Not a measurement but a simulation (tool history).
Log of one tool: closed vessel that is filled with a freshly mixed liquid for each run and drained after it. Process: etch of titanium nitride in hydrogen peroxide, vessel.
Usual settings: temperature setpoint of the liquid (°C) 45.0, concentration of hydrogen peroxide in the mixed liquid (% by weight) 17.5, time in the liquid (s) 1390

| run | hour | temperature setpoint of the liquid (°C) | concentration of hydrogen peroxide in the mixed liquid (% by weight) | time in the liquid (s) | wafers since the last listed run | hours since the thermometer was replaced | hours since the peroxide flow meter was replaced | hours since the drum of peroxide was connected | hours since the gauge calibration | read-back film thickness of the titanium nitride reference wafer, read on the same gauge (nm) | thickness taken off the titanium nitride on a monitor wafer (nm) |
|---|---|---|---|---|---|---|---|---|---|---|---|
| 1 | 0.0 | 45.0 | 18.5 | 1390 | 0 | 280.0 | 11.5 | 91.4 | 1898.3 | 89.96 | 41.47 |
|  | 41.5 | gauge calibrated |
| 2 | 51.6 | 45.0 | 17.5 | 1390 | 2271 | 331.6 | 63.1 | 143.0 | 10.1 | 89.98 | 40.60 |
| 3 | 82.4 | 45.0 | 17.5 | 1390 | 1355 | 362.4 | 93.9 | 173.8 | 40.9 | 89.97 | 40.34 |
| 4 | 113.9 | 45.0 | 17.5 | 1390 | 1386 | 393.9 | 125.4 | 205.3 | 72.4 | 90.03 | 41.20 |
| 5 | 183.0 | 40.0 | 17.5 | 1390 | 3041 | 463.0 | 194.5 | 274.4 | 141.5 | 89.97 | 27.72 |
| 6 | 244.2 | 45.0 | 17.5 | 1390 | 2694 | 524.2 | 255.7 | 335.6 | 202.7 | 90.01 | 40.39 |
| 7 | 304.2 | 48.5 | 16.0 | 1390 | 2641 | 584.2 | 315.7 | 395.6 | 262.7 | 90.00 | 51.70 |
| 8 | 334.2 | 45.0 | 17.5 | 1390 | 1320 | 614.2 | 345.7 | 425.6 | 292.7 | 89.98 | 40.83 |
| 9 | 384.2 | 45.0 | 22.0 | 1390 | 2200 | 664.2 | 395.7 | 475.6 | 342.7 | 90.01 | 42.41 |
| 10 | 411.6 | 49.0 | 19.0 | 2215 | 1206 | 691.6 | 423.1 | 503.0 | 370.1 | 89.98 | 87.95 |
| 11 | 445.5 | 45.0 | 15.0 | 1795 | 1492 | 725.5 | 457.0 | 536.9 | 404.0 | 90.00 | 50.80 |
|  | 500.1 | thermometer replaced |
| 12 | 502.1 | 38.5 | 20.0 | 1730 | 2447 | 2.0 | 513.6 | 593.5 | 460.6 | 89.99 | 31.39 |
|  | 522.8 | new drum of peroxide connected |
| 13 | 536.6 | 38.5 | 20.5 | 1700 | 1474 | 36.5 | 548.1 | 13.8 | 495.1 | 90.02 | 30.67 |
| 14 | 565.9 | 35.0 | 17.5 | 1390 | 1289 | 65.8 | 577.4 | 43.1 | 524.4 | 89.97 | 18.68 |
| 15 | 603.5 | 45.0 | 15.0 | 1390 | 1655 | 103.4 | 615.0 | 80.7 | 562.0 | 89.97 | 39.34 |
| 16 | 652.1 | 54.5 | 21.5 | 750 | 2139 | 152.0 | 663.6 | 129.3 | 610.6 | 90.01 | 44.59 |
| 17 | 693.0 | 50.5 | 19.5 | 860 | 1800 | 192.9 | 704.5 | 170.2 | 651.5 | 90.01 | 38.11 |
| 18 | 736.5 | 49.0 | 13.0 | 1390 | 1914 | 236.4 | 748.0 | 213.7 | 695.0 | 90.00 | 50.46 |
| 19 | 764.8 | 45.0 | 17.5 | 1390 | 1245 | 264.7 | 776.3 | 242.0 | 723.3 | 90.05 | 40.02 |
| 20 | 793.5 | 45.0 | 17.5 | 1390 | 1263 | 293.4 | 805.0 | 270.7 | 752.0 | 90.01 | 40.15 |
| 21 | 853.7 | 40.5 | 17.5 | 1920 | 2649 | 353.6 | 865.2 | 330.9 | 812.2 | 90.00 | 38.53 |
| 22 | 894.8 | 45.0 | 22.0 | 1975 | 1809 | 394.7 | 906.3 | 372.0 | 853.3 | 90.00 | 59.47 |
|  | 921.9 | peroxide flow meter replaced |
| 23 | 929.4 | 53.0 | 14.5 | 1970 | 1479 | 429.3 | 7.5 | 406.6 | 887.9 | 89.99 | 100.26 |
| 24 | 972.6 | 42.5 | 12.5 | 1850 | 1901 | 472.5 | 50.7 | 449.8 | 931.1 | 90.00 | 42.10 |
| 25 | 997.1 | 42.5 | 14.5 | 1390 | 1078 | 497.0 | 75.2 | 474.3 | 955.6 | 90.00 | 33.07 |
|  | 1006.8 | new drum of peroxide connected |
| 26 | 1064.0 | 45.0 | 17.5 | 1390 | 2900 | 563.9 | 142.1 | 57.2 | 1022.5 | 90.02 | 41.02 |

The next listed run, before its measurement:
| 27 | 1122.5 | 36.0 | 17.5 | 1390 | 2575 | 622.4 | 200.6 | 115.7 | 1081.0 | ? | ? |

{"run 27": {"read-back film thickness of the titanium nitride reference wafer, read on the same gauge (nm)": 89.98, "thickness taken off the titanium nitride on a monitor wafer (nm)": 20.72}}
Without the tool's hidden state the same run would have given thickness taken off the titanium nitride on a monitor wafer (nm) 20.84.
